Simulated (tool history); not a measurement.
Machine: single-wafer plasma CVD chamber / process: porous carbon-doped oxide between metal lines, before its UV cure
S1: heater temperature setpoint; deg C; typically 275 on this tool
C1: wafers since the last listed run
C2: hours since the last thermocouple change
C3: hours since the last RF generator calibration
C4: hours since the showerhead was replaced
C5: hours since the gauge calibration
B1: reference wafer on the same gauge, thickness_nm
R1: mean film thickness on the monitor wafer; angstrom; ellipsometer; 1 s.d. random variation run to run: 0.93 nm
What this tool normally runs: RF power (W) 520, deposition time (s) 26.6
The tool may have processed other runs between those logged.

run 1 day=0.000 | S1=264 RF_power_(W)=520 deposition_time_(s)=30.4 | C1=0 C2=772.2 C3=1264.2 C4=6543.7 C5=745.8 | B1=167.168 | R1=2060.99
run 2 day=3.042 | S1=264 RF_power_(W)=520 deposition_time_(s)=30.4 | C1=1772 C2=845.2 C3=1337.2 C4=6616.7 C5=818.8 | B1=167.281 | R1=2059.93
run 3 day=6.812 | S1=264 RF_power_(W)=520 deposition_time_(s)=30.4 | C1=2197 C2=935.7 C3=1427.7 C4=6707.2 C5=909.3 | B1=167.070 | R1=2036.58
-- day=7.650 gauge calibrated
run 4 day=10.792 | S1=275 RF_power_(W)=520 deposition_time_(s)=26.6 | C1=2318 C2=1031.2 C3=1523.2 C4=6802.7 C5=75.4 | B1=167.343 | R1=1637.81
run 5 day=22.621 | S1=275 RF_power_(W)=520 deposition_time_(s)=26.6 | C1=6892 C2=1315.1 C3=1807.1 C4=7086.6 C5=359.3 | B1=166.841 | R1=1653.55
run 6 day=26.883 | S1=275 RF_power_(W)=520 deposition_time_(s)=26.6 | C1=2483 C2=1417.4 C3=1909.4 C4=7188.9 C5=461.6 | B1=167.005 | R1=1672.25
run 7 day=28.496 | S1=283 RF_power_(W)=520 deposition_time_(s)=24.9 | C1=939 C2=1456.1 C3=1948.1 C4=7227.6 C5=500.3 | B1=167.249 | R1=1449.88
run 8 day=31.538 | S1=275 RF_power_(W)=520 deposition_time_(s)=26.6 | C1=1772 C2=1529.1 C3=2021.1 C4=7300.6 C5=573.3 | B1=167.015 | R1=1672.93
-- day=33.100 showerhead replaced
run 9 day=34.279 | S1=275 RF_power_(W)=520 deposition_time_(s)=26.6 | C1=1403 C2=1594.9 C3=2086.9 C4=28.3 C5=639.1 | B1=166.581 | R1=1634.85
run 10 day=37.954 | S1=265 RF_power_(W)=555 deposition_time_(s)=22.2 | C1=2141 C2=1683.1 C3=2175.1 C4=116.5 C5=727.3 | B1=167.098 | R1=1549.08
run 11 day=40.538 | S1=275 RF_power_(W)=620 deposition_time_(s)=31.2 | C1=1505 C2=1745.1 C3=2237.1 C4=178.5 C5=789.3 | B1=166.758 | R1=2135.47
-- day=41.292 RF generator calibrated
-- day=48.200 thermocouple changed; heater temperature recalibrated
-- day=51.146 gauge calibrated
run 12 day=51.629 | S1=275 RF_power_(W)=520 deposition_time_(s)=26.6 | C1=6074 C2=82.3 C3=248.1 C4=444.7 C5=11.6 | B1=166.843 | R1=1613.37
run 13 day=53.225 | S1=275 RF_power_(W)=520 deposition_time_(s)=26.6 | C1=929 C2=120.6 C3=286.4 C4=483.0 C5=49.9 | B1=167.187 | R1=1606.70
run 14 day=54.746 | S1=286 RF_power_(W)=450 deposition_time_(s)=26.6 | C1=886 C2=157.1 C3=322.9 C4=519.5 C5=86.4 | B1=166.975 | R1=1367.23
run 15 day=58.025 | S1=275 RF_power_(W)=520 deposition_time_(s)=24.5 | C1=1910 C2=235.8 C3=401.6 C4=598.2 C5=165.1 | B1=166.704 | R1=1484.31
-- day=58.888 RF generator calibrated, repeated, since the last time left the tool worse
run 16 day=65.388 | S1=268 RF_power_(W)=470 deposition_time_(s)=26.6 | C1=4095 C2=412.5 C3=156.0 C4=774.9 C5=341.8 | B1=166.934 | R1=1674.05
run 17 day=69.346 | S1=275 RF_power_(W)=520 deposition_time_(s)=26.6 | C1=2306 C2=507.5 C3=251.0 C4=869.9 C5=436.8 | B1=166.840 | R1=1671.23
run 18 day=71.375 | S1=289 RF_power_(W)=465 deposition_time_(s)=30.1 | C1=1182 C2=556.2 C3=299.7 C4=918.6 C5=485.5 | B1=167.073 | R1=1614.67
run 19 day=73.975 | S1=275 RF_power_(W)=520 deposition_time_(s)=26.6 | C1=1515 C2=618.6 C3=362.1 C4=981.0 C5=547.9 | B1=167.152 | R1=1684.42

Some steps in R1, run to run, broken into two amounts with sign: the step expected even without the hidden condition (settings, incoming material, random variation), and the rest, left for the hidden condition together with whatever gauge scatter is not in both the measured and the hidden-condition-free result:
Hidden conditions of the tool in this case: wafer temperature above the value expected at the setpoint (K); delivered RF power above the setpoint (%); gauge reads high (%).
Run 10 -> 11: S1 265 -> 275, RF power (W) 555 -> 620, deposition time (s) 22.2 -> 31.2. R1 +586.39 angstrom: hidden state -15.26, all else +601.65.
Run 15 -> 16: S1 275 -> 268, RF power (W) 520 -> 470, deposition time (s) 24.5 -> 26.6, RF generator calibrated, repeated, since the last time left the tool worse. R1 +189.74 angstrom: hidden state +78.53, all else +111.21.
